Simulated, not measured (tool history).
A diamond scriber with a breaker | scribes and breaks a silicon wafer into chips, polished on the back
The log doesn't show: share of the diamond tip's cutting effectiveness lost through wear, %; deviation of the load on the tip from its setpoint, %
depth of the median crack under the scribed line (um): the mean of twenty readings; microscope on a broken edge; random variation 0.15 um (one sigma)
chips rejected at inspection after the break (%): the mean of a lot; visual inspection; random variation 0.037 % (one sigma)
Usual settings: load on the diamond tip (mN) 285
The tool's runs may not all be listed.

run,day,load on the diamond tip (mN),wafers since the last listed run,hours since the diamond tip was replaced,hours since the load on the tip was calibrated,"incoming depth of the damage left on the back of the incoming wafer, um",depth of the median crack under the scribed line (um),chips rejected at inspection after the break (%)
1,0.000,348,0,300.9,1165.8,0.05,13.03,0.98
2,1.033,348,37,325.7,1190.6,0.03,12.71,1.09
3,1.783,348,26,343.7,1208.6,0.03,12.38,1.19
4,3.192,310,50,377.5,1242.4,0.02,11.00,5.31
5,4.458,285,45,407.9,1272.8,0.03,9.75,12.06
6,5.867,285,50,441.7,1306.6,0.02,9.59,13.25
7,6.717,285,30,462.1,1327.0,0.04,9.58,14.47
8,7.612,354,32,483.6,1348.5,0.03,11.95,2.78
9,8.517,355,32,505.3,1370.2,0.01,11.64,2.87
10,9.112,285,21,519.6,1384.5,0.05,9.26,17.87
11,10.288,334,42,547.8,1412.7,0.04,10.64,6.36
12,11.783,356,53,583.7,1448.6,0.01,11.08,4.98
# day 11.946: load on the tip recalibrated
13,13.279,347,50,619.6,32.0,0.04,13.27,0.83
# day 13.817: diamond tip replaced by a new one
14,17.067,208,132,78.0,122.9,0.01,8.64,22.50
15,18.188,332,40,104.9,149.8,0.02,14.94,2.54

Forecast each of these 3 alternatives for the next run:
A,18.212,285,0,105.5,150.4,0.02,?,?
B,18.212,370,0,105.5,150.4,0.02,?,?
C,18.212,341,0,105.5,150.4,0.02,?,?

run,depth of the median crack under the scribed line (um),chips rejected at inspection after the break (%)
A,12.84,1.03
B,16.76,6.99
C,15.48,3.41
Without the tool's hidden state the same runs would have given:
run,depth of the median crack under the scribed line (um),chips rejected at inspection after the break (%)
A,13.41,0.79
B,17.51,9.52
C,16.17,5.20
